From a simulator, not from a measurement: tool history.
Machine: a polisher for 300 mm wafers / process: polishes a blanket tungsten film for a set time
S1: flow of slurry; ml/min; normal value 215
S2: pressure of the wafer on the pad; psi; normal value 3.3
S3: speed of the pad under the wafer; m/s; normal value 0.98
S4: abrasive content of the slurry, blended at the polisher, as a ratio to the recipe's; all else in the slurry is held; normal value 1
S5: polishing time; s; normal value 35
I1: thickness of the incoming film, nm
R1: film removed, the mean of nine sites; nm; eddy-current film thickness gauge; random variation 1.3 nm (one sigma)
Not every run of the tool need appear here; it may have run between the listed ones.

| run | hour | S1 | S2 | S3 | S4 | S5 | I1 | R1 |
|---|---|---|---|---|---|---|---|---|
| 1 | 0 | 215 | 3.3 | 0.98 | 1 | 35 | 1446.5 | 100.5 |
|  | 21 | slurry blender recalibrated |
| 2 | 25.3 | 215 | 3.3 | 0.98 | 1 | 35 | 1454.2 | 106.2 |
|  | 83.5 | slurry tank refilled with fresh slurry and peroxide |
|  | 111.4 | worn pad replaced by a new one |
| 3 | 112.3 | 215 | 3.3 | 0.98 | 1 | 35 | 1428.4 | 110.2 |
| 4 | 125.3 | 215 | 3.3 | 0.98 | 1 | 35 | 1454.1 | 107.6 |
| 5 | 161.2 | 215 | 3.3 | 0.98 | 1.2 | 35 | 1449 | 105.8 |
| 6 | 193.3 | 215 | 3.3 | 0.98 | 1.2 | 35 | 1455.8 | 105.5 |
| 7 | 210 | 215 | 3.3 | 0.98 | 1.2 | 35 | 1448.4 | 102.6 |
|  | 234.2 | slurry tank refilled with fresh slurry and peroxide |
| 8 | 245.1 | 215 | 3.3 | 0.98 | 0.9 | 38 | 1469.8 | 117.4 |
|  | 257.3 | worn pad replaced by a new one |
| 9 | 258.8 | 215 | 3.3 | 0.98 | 0.9 | 38 | 1450.1 | 115 |
| 10 | 278 | 215 | 3.3 | 0.98 | 0.9 | 38 | 1431.4 | 111.4 |
| 11 | 305 | 215 | 3.3 | 0.98 | 1 | 35 | 1447.7 | 101.5 |
| 12 | 368.4 | 215 | 2.9 | 0.98 | 1 | 35 | 1440.8 | 84.8 |
|  | 376.7 | slurry tank refilled with fresh slurry and peroxide |
|  | 387.7 | slurry blender recalibrated |
|  | 395.5 | worn pad replaced by a new one |
| 13 | 396 | 215 | 3.3 | 0.98 | 1 | 35 | 1428 | 114.6 |
| 14 | 423.8 | 215 | 3.3 | 0.98 | 0.7 | 35 | 1464.8 | 101.6 |
| 15 | 441.1 | 170 | 3.3 | 0.98 | 1 | 35 | 1435 | 103.9 |
|  | 455.4 | slurry nozzle cleaned |
| 16 | 459.5 | 215 | 3.3 | 0.98 | 1 | 39 | 1429 | 115.9 |
| 17 | 475.7 | 215 | 3.3 | 0.98 | 1 | 35 | 1479.4 | 104.8 |
| 18 | 496 | 215 | 2.5 | 0.98 | 1 | 44 | 1463.9 | 96.9 |
|  | 508.3 | slurry tank refilled with fresh slurry and peroxide |
|  | 521 | worn pad replaced by a new one |
| 19 | 521.5 | 150 | 2.9 | 1.24 | 1 | 44 | 1460 | 151.2 |
|  | 539.1 | head pressure recalibrated |
| 20 | 544 | 140 | 2.5 | 0.68 | 1.25 | 35 | 1430.5 | 56.9 |
| 21 | 577.5 | 250 | 4 | 0.98 | 1.15 | 29 | 1444.7 | 110 |
| 22 | 606.6 | 215 | 4.2 | 0.98 | 1 | 35 | 1442.5 | 128 |
| 23 | 635.8 | 215 | 3.3 | 0.98 | 1 | 35 | 1429.2 | 100 |
|  | 652.2 | slurry tank refilled with fresh slurry and peroxide |
|  | 654.7 | worn pad replaced by a new one |
| 24 | 664.8 | 215 | 3.3 | 0.98 | 1 | 35 | 1451.8 | 106.9 |
|  | 678.9 | slurry blender recalibrated |
| 25 | 691.5 | 245 | 3.7 | 0.98 | 0.75 | 44 | 1470.7 | 149.3 |

Each row is a separate what-if for the run after 25, all from the same tool condition, not one after another. Results?
| A | 691.9 | 215 | 3.3 | 0.98 | 1 | 35 | 1468.5 | ? |
| B | 691.9 | 215 | 3 | 0.78 | 1.15 | 39 | 1468.5 | ? |
| C | 691.9 | 275 | 4.4 | 0.98 | 0.75 | 31 | 1468.5 | ? |
| D | 691.9 | 215 | 4.2 | 1.26 | 1 | 35 | 1468.5 | ? |

| run | R1 |
|---|---|
| A | 109.4 |
| B | 91.6 |
| C | 125.8 |
| D | 177.4 |
The same runs, with their run-to-run variation unchanged, on a tool lacking any hidden condition would have given:
| run | R1 |
|---|---|
| A | 120.3 |
| B | 100.7 |
| C | 138.3 |
| D | 195 |
